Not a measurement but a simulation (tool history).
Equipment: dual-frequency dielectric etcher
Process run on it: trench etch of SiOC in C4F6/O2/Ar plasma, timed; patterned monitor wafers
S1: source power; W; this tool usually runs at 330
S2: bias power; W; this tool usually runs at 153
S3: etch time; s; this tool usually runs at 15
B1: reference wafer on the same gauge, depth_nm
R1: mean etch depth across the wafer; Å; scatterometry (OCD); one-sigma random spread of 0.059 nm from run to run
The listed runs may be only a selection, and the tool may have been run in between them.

{"run": 1, "hour": 0.0, "S1": 330, "S2": 153, "S3": 15, "B1": 30.21, "R1": 262.5}
{"run": 2, "hour": 34.1, "S1": 330, "S2": 153, "S3": 15, "B1": 30.17, "R1": 261.7}
{"run": 3, "hour": 64.1, "S1": 330, "S2": 153, "S3": 15, "B1": 30.18, "R1": 263}
{"run": 4, "hour": 84.0, "S1": 330, "S2": 153, "S3": 15, "B1": 30.19, "R1": 263.8}
{"hour": 105.0, "done": "bias power generator calibrated"}
{"hour": 111.9, "done": "source power generator calibrated"}
{"run": 5, "hour": 112.4, "S1": 330, "S2": 153, "S3": 12, "B1": 30.19, "R1": 210.5}
{"run": 6, "hour": 125.9, "S1": 330, "S2": 168, "S3": 15, "B1": 30.2, "R1": 270.8}
{"hour": 135.1, "done": "gauge calibrated"}
{"run": 7, "hour": 146.1, "S1": 330, "S2": 153, "S3": 15, "B1": 30.21, "R1": 264}
{"run": 8, "hour": 175.0, "S1": 370, "S2": 176, "S3": 19, "B1": 30.19, "R1": 374.9}
{"run": 9, "hour": 205.8, "S1": 330, "S2": 153, "S3": 11.5, "B1": 30.19, "R1": 203.5}
{"hour": 239.9, "done": "wet clean of the chamber"}
{"run": 10, "hour": 240.4, "S1": 330, "S2": 153, "S3": 15, "B1": 30.2, "R1": 258.2}
{"run": 11, "hour": 250.4, "S1": 330, "S2": 186, "S3": 15, "B1": 30.21, "R1": 272.5}
{"run": 12, "hour": 269.3, "S1": 270, "S2": 139, "S3": 16.5, "B1": 30.21, "R1": 240.9}
{"run": 13, "hour": 291.0, "S1": 290, "S2": 153, "S3": 15, "B1": 30.2, "R1": 236.9}
{"run": 14, "hour": 314.0, "S1": 330, "S2": 141, "S3": 15, "B1": 30.19, "R1": 253.4}
{"run": 15, "hour": 349.2, "S1": 410, "S2": 153, "S3": 13.5, "B1": 30.19, "R1": 265.4}
{"run": 16, "hour": 365.2, "S1": 400, "S2": 178, "S3": 12.5, "B1": 30.17, "R1": 253}
{"run": 17, "hour": 383.8, "S1": 330, "S2": 153, "S3": 15, "B1": 30.19, "R1": 260}
{"run": 18, "hour": 402.2, "S1": 390, "S2": 140, "S3": 15, "B1": 30.19, "R1": 281.5}
{"hour": 429.4, "done": "upper electrode replaced"}
{"run": 19, "hour": 429.9, "S1": 330, "S2": 153, "S3": 15, "B1": 30.17, "R1": 260}
{"run": 20, "hour": 442.9, "S1": 290, "S2": 173, "S3": 19.5, "B1": 30.19, "R1": 323.9}
{"run": 21, "hour": 465.5, "S1": 300, "S2": 121, "S3": 12.5, "B1": 30.21, "R1": 192.1}
{"run": 22, "hour": 505.0, "S1": 290, "S2": 188, "S3": 19, "B1": 30.23, "R1": 324.3}
{"run": 23, "hour": 528.4, "S1": 330, "S2": 189, "S3": 15, "B1": 30.19, "R1": 278.6}
{"run": 24, "hour": 544.4, "S1": 330, "S2": 153, "S3": 15, "B1": 30.21, "R1": 262.4}
{"run": 25, "hour": 557.2, "S1": 330, "S2": 130, "S3": 15, "B1": 30.2, "R1": 250.8}
{"run": 26, "hour": 573.0, "S1": 260, "S2": 153, "S3": 17, "B1": 30.21, "R1": 253.6}
{"run": 27, "hour": 607.1, "S1": 330, "S2": 176, "S3": 17.5, "B1": 30.19, "R1": 321.1}
{"hour": 658.4, "done": "wet clean of the chamber"}
{"run": 28, "hour": 658.9, "S1": 410, "S2": 153, "S3": 13.5, "B1": 30.19, "R1": 263.1}
{"run": 29, "hour": 659.3, "S1": 410, "S2": 153, "S3": 13, "B1": 30.2, "R1": 252.9}

Consider 5 possible next runs. They are alternatives, not a sequence: every one starts from the tool as it was left by run 29. What does each give?
{"run": "A", "hour": 659.7, "S1": 330, "S2": 153, "S3": 15, "B1": "?", "R1": "?"}
{"run": "B", "hour": 659.7, "S1": 330, "S2": 174, "S3": 15, "B1": "?", "R1": "?"}
{"run": "C", "hour": 659.7, "S1": 330, "S2": 124, "S3": 18.5, "B1": "?", "R1": "?"}
{"run": "D", "hour": 659.7, "S1": 290, "S2": 163, "S3": 13, "B1": "?", "R1": "?"}
{"run": "E", "hour": 659.7, "S1": 350, "S2": 177, "S3": 11.5, "B1": "?", "R1": "?"}

run=A B1=30.2 R1=256.7
run=B B1=30.2 R1=266.5
run=C B1=30.2 R1=298.6
run=D B1=30.2 R1=208.4
run=E B1=30.2 R1=212.9
The same runs, with their run-to-run variation unchanged, on a tool lacking any hidden condition would have given:
run=A R1=257.6
run=B R1=267.5
run=C R1=299.7
run=D R1=209.1
run=E R1=213.7
